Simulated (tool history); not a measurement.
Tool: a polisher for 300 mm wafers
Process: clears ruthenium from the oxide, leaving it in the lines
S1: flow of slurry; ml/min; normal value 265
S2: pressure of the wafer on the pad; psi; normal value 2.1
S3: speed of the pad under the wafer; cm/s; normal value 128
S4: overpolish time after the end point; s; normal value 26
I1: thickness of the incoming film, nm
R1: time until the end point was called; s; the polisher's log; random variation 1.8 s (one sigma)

| run | hour | S1 | S2 | S3 | S4 | I1 | R1 |
|---|---|---|---|---|---|---|---|
| 1 | 0.0 | 265 | 2.1 | 128 | 21 | 199.8 | 120.7 |
| 2 | 59.5 | 265 | 2.1 | 128 | 26 | 202.5 | 124.2 |
| 3 | 145.2 | 265 | 2.1 | 128 | 26 | 200.2 | 119.7 |
| 4 | 182.0 | 265 | 2.1 | 128 | 26 | 198.5 | 118.6 |
|  | 249.2 | worn pad replaced by a new one |
|  | 305.0 | head pressure recalibrated |
| 5 | 452.5 | 265 | 2.1 | 128 | 26 | 197.9 | 123.8 |
|  | 486.9 | slurry nozzle cleaned |
| 6 | 632.1 | 265 | 2.1 | 128 | 26 | 199.4 | 118.7 |
| 7 | 700.0 | 265 | 2.1 | 128 | 26 | 202.0 | 117.1 |
| 8 | 760.0 | 265 | 2.6 | 128 | 26 | 197.8 | 93.8 |
|  | 961.0 | worn pad replaced by a new one |
| 9 | 966.4 | 265 | 2.6 | 128 | 26 | 200.6 | 96.2 |
|  | 1055.6 | head pressure recalibrated |
| 10 | 1117.4 | 265 | 2.1 | 128 | 26 | 199.7 | 129.0 |
| 11 | 1204.1 | 265 | 2.1 | 128 | 26 | 201.1 | 128.3 |
| 12 | 1258.7 | 265 | 2.1 | 128 | 26 | 200.8 | 130.5 |
|  | 1301.1 | slurry nozzle cleaned |
| 13 | 1302.6 | 315 | 1.7 | 144 | 33 | 196.2 | 129.4 |
| 14 | 1404.0 | 265 | 2.1 | 140 | 26 | 202.9 | 111.6 |
| 15 | 1503.0 | 265 | 2.1 | 128 | 26 | 200.8 | 120.9 |
| 16 | 1580.2 | 265 | 1.5 | 128 | 26 | 196.7 | 162.8 |
| 17 | 1666.1 | 265 | 2.1 | 128 | 26 | 201.4 | 122.7 |
| 18 | 1711.7 | 265 | 2.6 | 128 | 13 | 198.0 | 95.1 |
| 19 | 1751.5 | 265 | 2.1 | 128 | 26 | 202.2 | 119.3 |
|  | 1793.6 | worn pad replaced by a new one |
| 20 | 1801.4 | 265 | 2.1 | 128 | 26 | 196.6 | 113.9 |
| 21 | 1905.0 | 235 | 2.1 | 92 | 26 | 201.1 | 163.8 |
|  | 1922.9 | head pressure recalibrated |
| 22 | 1963.6 | 265 | 2.1 | 128 | 26 | 202.0 | 132.8 |
| 23 | 2001.5 | 315 | 2.1 | 128 | 26 | 201.1 | 129.5 |
|  | 2113.7 | slurry nozzle cleaned |
| 24 | 2265.8 | 185 | 2.1 | 128 | 26 | 204.0 | 137.1 |
| 25 | 2359.4 | 265 | 2.1 | 128 | 26 | 197.8 | 119.6 |
| 26 | 2423.1 | 265 | 2.1 | 128 | 26 | 198.2 | 117.3 |
|  | 2470.9 | worn pad replaced by a new one |
| 27 | 2501.1 | 265 | 2.1 | 128 | 26 | 200.0 | 119.7 |
| 28 | 2548.6 | 265 | 2.1 | 128 | 26 | 201.4 | 123.3 |
| 29 | 2652.8 | 170 | 2.1 | 128 | 26 | 199.6 | 133.6 |
| 30 | 2691.6 | 205 | 2.1 | 128 | 26 | 199.2 | 125.3 |
| 31 | 2775.1 | 265 | 2.1 | 128 | 26 | 199.9 | 114.5 |
|  | 2778.9 | head pressure recalibrated |
| 32 | 2899.4 | 265 | 2.1 | 108 | 26 | 201.8 | 157.5 |
|  | 2910.2 | slurry nozzle cleaned |
| 33 | 3217.6 | 265 | 2.1 | 128 | 19 | 201.1 | 123.7 |
| 34 | 3258.4 | 190 | 2.1 | 128 | 34 | 202.4 | 131.2 |
|  | 3364.0 | worn pad replaced by a new one |
| 35 | 3364.5 | 230 | 2.1 | 128 | 26 | 201.6 | 122.3 |

A few steps of R1 between consecutive runs. Split each: what settings, incoming material and random variation would produce without the hidden state, and what is left over for the hidden state, along with gauge scatter present in only one of the two compared results (measured, and without hidden state):
Hidden state present: removal rate lost through wear of the pad, %; slurry flow missing at the pad, %; deviation of the head's pressure from its setpoint, %.
Run 15 -> 16: S2 2.1 -> 1.5. R1 +41.9 s: hidden state -0.4, all else +42.3.
Run 20 -> 21: S1 265 -> 235, S3 128 -> 92. R1 +49.9 s: hidden state -3.0, all else +52.9.
Run 21 -> 22: S1 235 -> 265, S3 92 -> 128, head pressure recalibrated. R1 -31.0 s: hidden state +18.8, all else -49.8.
Run 31 -> 32: S3 128 -> 108, head pressure recalibrated. R1 +43.0 s: hidden state +18.9, all else +24.1.
Run 32 -> 33: S3 108 -> 128, S4 26 -> 19, slurry nozzle cleaned. R1 -33.8 s: hidden state -13.6, all else -20.2.

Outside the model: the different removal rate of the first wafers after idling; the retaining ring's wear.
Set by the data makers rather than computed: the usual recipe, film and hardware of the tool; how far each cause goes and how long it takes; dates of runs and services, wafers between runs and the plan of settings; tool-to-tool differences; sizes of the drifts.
